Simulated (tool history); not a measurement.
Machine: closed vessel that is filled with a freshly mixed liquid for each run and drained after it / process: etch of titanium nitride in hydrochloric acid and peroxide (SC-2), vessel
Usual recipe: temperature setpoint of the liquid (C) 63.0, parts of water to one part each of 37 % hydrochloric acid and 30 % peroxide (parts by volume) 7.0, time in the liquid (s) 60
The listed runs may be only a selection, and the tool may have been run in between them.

run,hour,temperature setpoint of the liquid (C),parts of water to one part each of 37 % hydrochloric acid and 30 % peroxide (parts by volume),time in the liquid (s),"read-back film thickness of the titanium nitride reference wafer, read on the same gauge (nm)",thickness taken off the titanium nitride on a monitor wafer (Å)
1,0.0,63.0,7.0,60,90.02,56.4
2,88.5,63.0,7.0,60,89.98,56.6
3,186.9,63.0,7.0,60,90.02,56.7
4,503.3,57.5,7.0,60,90.00,38.1
5,806.7,63.0,4.5,80,90.00,97.8
6,843.6,63.0,5.0,60,90.00,66.9
7,917.4,63.0,7.0,60,90.00,57.1
8,979.4,63.0,7.0,60,90.01,55.5
9,1050.4,63.0,7.0,60,90.00,56.7
10,1133.6,63.0,7.0,60,90.00,56.3
11,1241.3,63.0,7.0,60,90.01,56.2
12,1309.7,63.0,9.0,60,90.01,45.1
13,1378.6,63.0,9.0,60,90.01,45.0
14,1483.3,58.0,7.0,60,90.01,39.5
15,1524.7,53.0,5.5,70,90.00,40.7
16,1568.4,53.0,8.0,35,89.99,15.0
17,1652.0,69.5,5.0,60,90.00,103.2
18,1745.4,63.0,7.0,60,90.02,54.4
19,1791.3,63.0,10.0,60,89.99,39.9
20,1875.3,69.5,9.5,40,89.98,40.6
21,1958.9,69.5,6.0,60,89.98,89.2
22,2033.8,58.5,4.0,70,89.98,69.7
23,2139.5,63.0,7.0,60,89.98,58.3
24,2244.8,60.0,5.0,60,89.99,60.3
25,2351.8,55.5,8.5,85,90.01,43.2
26,2432.0,63.0,7.0,60,90.00,56.8
27,2482.1,56.5,9.5,85,90.00,41.2
28,2536.1,54.0,4.5,60,90.00,45.7
29,2617.9,63.0,7.0,60,90.00,59.3
30,2683.7,56.5,5.5,45,89.99,34.9

Taken out of this log: 9 entries between the listed runs. Where each belongs, and how the hidden state differs across it:
Logged between run 3 and run 4: chemicals flow meter replaced (hour 246.2); new drum of peroxide connected (hour 308.1)
  chemicals flow above the setpoint (%): 10.4 -> 3.34; peroxide weaker than its label (%): 5.11 -> 4.22
  measured value less the no-hidden-state value, thickness taken off the titanium nitride on a monitor wafer (Å): +1.7 -> -0.5
Logged between run 6 and run 7: new drum of peroxide connected (hour 863.9)
  chemicals flow above the setpoint (%): 6.71 -> 7.43; peroxide weaker than its label (%): 9.09 -> 0.981
  measured value less the no-hidden-state value, thickness taken off the titanium nitride on a monitor wafer (Å): -2.4 -> +2.6
Logged between run 13 and run 14: gauge calibrated (hour 1403.2); new drum of peroxide connected (hour 1441.3); chemicals flow meter replaced (hour 1455.7)
  chemicals flow above the setpoint (%): 12 -> 2.92; peroxide weaker than its label (%): 7.58 -> 1.39
  measured value less the no-hidden-state value, thickness taken off the titanium nitride on a monitor wafer (Å): +0.9 -> +0.4
Logged between run 15 and run 16: thermometer replaced (hour 1564.1)
  chemicals flow above the setpoint (%): 3.33 -> 3.76; peroxide weaker than its label (%): 1.98 -> 2.61
  measured value less the no-hidden-state value, thickness taken off the titanium nitride on a monitor wafer (Å): +0.3 -> +0.1
Logged between run 22 and run 23: new drum of peroxide connected (hour 2047.6)
  chemicals flow above the setpoint (%): 8.36 -> 9.4; peroxide weaker than its label (%): 9.26 -> 1.33
  measured value less the no-hidden-state value, thickness taken off the titanium nitride on a monitor wafer (Å): -2.0 -> +3.3
Logged between run 27 and run 28: new drum of peroxide connected (hour 2532.8)
  chemicals flow above the setpoint (%): 12.8 -> 13.3; peroxide weaker than its label (%): 6.23 -> 1
  measured value less the no-hidden-state value, thickness taken off the titanium nitride on a monitor wafer (Å): +1.6 -> +3.3

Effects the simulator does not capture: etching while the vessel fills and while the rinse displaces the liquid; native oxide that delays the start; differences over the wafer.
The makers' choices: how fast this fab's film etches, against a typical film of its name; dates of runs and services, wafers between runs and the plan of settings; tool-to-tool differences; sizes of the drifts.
